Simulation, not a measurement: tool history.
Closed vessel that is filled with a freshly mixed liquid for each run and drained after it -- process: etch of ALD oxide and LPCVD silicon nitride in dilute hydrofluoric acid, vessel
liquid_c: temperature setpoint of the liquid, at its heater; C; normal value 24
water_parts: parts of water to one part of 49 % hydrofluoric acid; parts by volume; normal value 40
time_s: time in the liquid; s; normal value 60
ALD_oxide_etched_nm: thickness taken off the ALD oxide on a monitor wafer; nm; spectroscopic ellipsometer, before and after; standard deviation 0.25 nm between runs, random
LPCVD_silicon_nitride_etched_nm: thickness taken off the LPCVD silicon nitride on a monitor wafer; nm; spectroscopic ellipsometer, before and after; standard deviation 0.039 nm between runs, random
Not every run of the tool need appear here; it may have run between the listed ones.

| run | hour | liquid_c | water_parts | time_s | read-back film thickness of the ALD oxide reference wafer, read on the same gauge (nm) | read-back film thickness of the LPCVD silicon nitride reference wafer, read on the same gauge (nm) | ALD_oxide_etched_nm | LPCVD_silicon_nitride_etched_nm |
|---|---|---|---|---|---|---|---|---|
| 1 | 0 | 24 | 25 | 55 | 60.01 | 40.021 | 62.22 | 0.844 |
| 2 | 11.4 | 24 | 25 | 55 | 59.99 | 40.029 | 62.05 | 0.748 |
|  | 25 | gauge calibrated |
| 3 | 25.2 | 23 | 45 | 60 | 59.98 | 39.988 | 34.55 | 0.443 |
| 4 | 42.7 | 23 | 45 | 60 | 60.01 | 39.976 | 34.78 | 0.461 |
| 5 | 50.7 | 22 | 40 | 60 | 60 | 40.025 | 37.48 | 0.427 |
|  | 53 | hydrofluoric acid flow meter replaced |
| 6 | 67 | 22 | 40 | 60 | 60 | 40.044 | 43.25 | 0.489 |
| 7 | 73.6 | 22.5 | 40 | 60 | 60 | 40.005 | 44.27 | 0.54 |
| 8 | 90.9 | 24 | 55 | 95 | 59.98 | 40.018 | 52.64 | 0.699 |
|  | 102 | thermometer replaced |
| 9 | 102.7 | 24 | 40 | 60 | 59.97 | 40 | 47.02 | 0.573 |
| 10 | 110.9 | 20.5 | 30 | 60 | 59.97 | 39.964 | 54.56 | 0.656 |
| 11 | 118 | 24 | 25 | 60 | 59.99 | 40.016 | 76.97 | 1.019 |
| 12 | 127.7 | 26.5 | 40 | 45 | 60.02 | 39.999 | 38.97 | 0.546 |
| 13 | 140.3 | 24 | 35 | 60 | 60.01 | 39.999 | 53.7 | 0.706 |
| 14 | 147.7 | 29 | 50 | 50 | 60.02 | 39.97 | 37.88 | 0.515 |
| 15 | 157.1 | 20.5 | 30 | 60 | 60 | 39.987 | 54.79 | 0.609 |
| 16 | 173.6 | 24 | 40 | 60 | 60.01 | 40.025 | 46.8 | 0.597 |
| 17 | 187.6 | 24 | 40 | 60 | 59.98 | 39.98 | 47.01 | 0.589 |
| 18 | 199.2 | 21 | 45 | 75 | 60 | 39.985 | 45.52 | 0.512 |
| 19 | 214.3 | 21.5 | 40 | 30 | 60 | 40.043 | 20.79 | 0.26 |
| 20 | 227.1 | 19.5 | 40 | 60 | 59.98 | 39.98 | 38.68 | 0.422 |
| 21 | 233.4 | 21 | 40 | 90 | 59.99 | 39.987 | 62 | 0.702 |
| 22 | 241.7 | 24 | 55 | 60 | 59.99 | 40.004 | 33.26 | 0.446 |
| 23 | 274.5 | 19.5 | 40 | 85 | 60.01 | 39.994 | 54.58 | 0.609 |
| 24 | 282.1 | 24 | 40 | 60 | 59.98 | 39.991 | 46.4 | 0.616 |
| 25 | 292.5 | 24 | 40 | 40 | 60.02 | 40.015 | 31.06 | 0.393 |
| 26 | 301.3 | 24 | 40 | 75 | 60.03 | 40.015 | 58.23 | 0.662 |
| 27 | 316.9 | 26 | 45 | 45 | 60.01 | 40.029 | 33.17 | 0.45 |

3 options for the next run, each taken on its own from the tool as it stands now. Forecast them:
| A | 317.6 | 24 | 40 | 60 | ? | ? | ? | ? |
| B | 317.6 | 24 | 40 | 85 | ? | ? | ? | ? |
| C | 317.6 | 24 | 30 | 50 | ? | ? | ? | ? |

| run | read-back film thickness of the ALD oxide reference wafer, read on the same gauge (nm) | read-back film thickness of the LPCVD silicon nitride reference wafer, read on the same gauge (nm) | ALD_oxide_etched_nm | LPCVD_silicon_nitride_etched_nm |
|---|---|---|---|---|
| A | 60.01 | 39.978 | 46.84 | 0.577 |
| B | 60.01 | 39.978 | 66.35 | 0.817 |
| C | 60.01 | 39.978 | 52.75 | 0.635 |
With no hidden state in the tool, these same runs would have given:
| run | ALD_oxide_etched_nm | LPCVD_silicon_nitride_etched_nm |
|---|---|---|
| A | 47.85 | 0.588 |
| B | 67.79 | 0.833 |
| C | 53.89 | 0.648 |
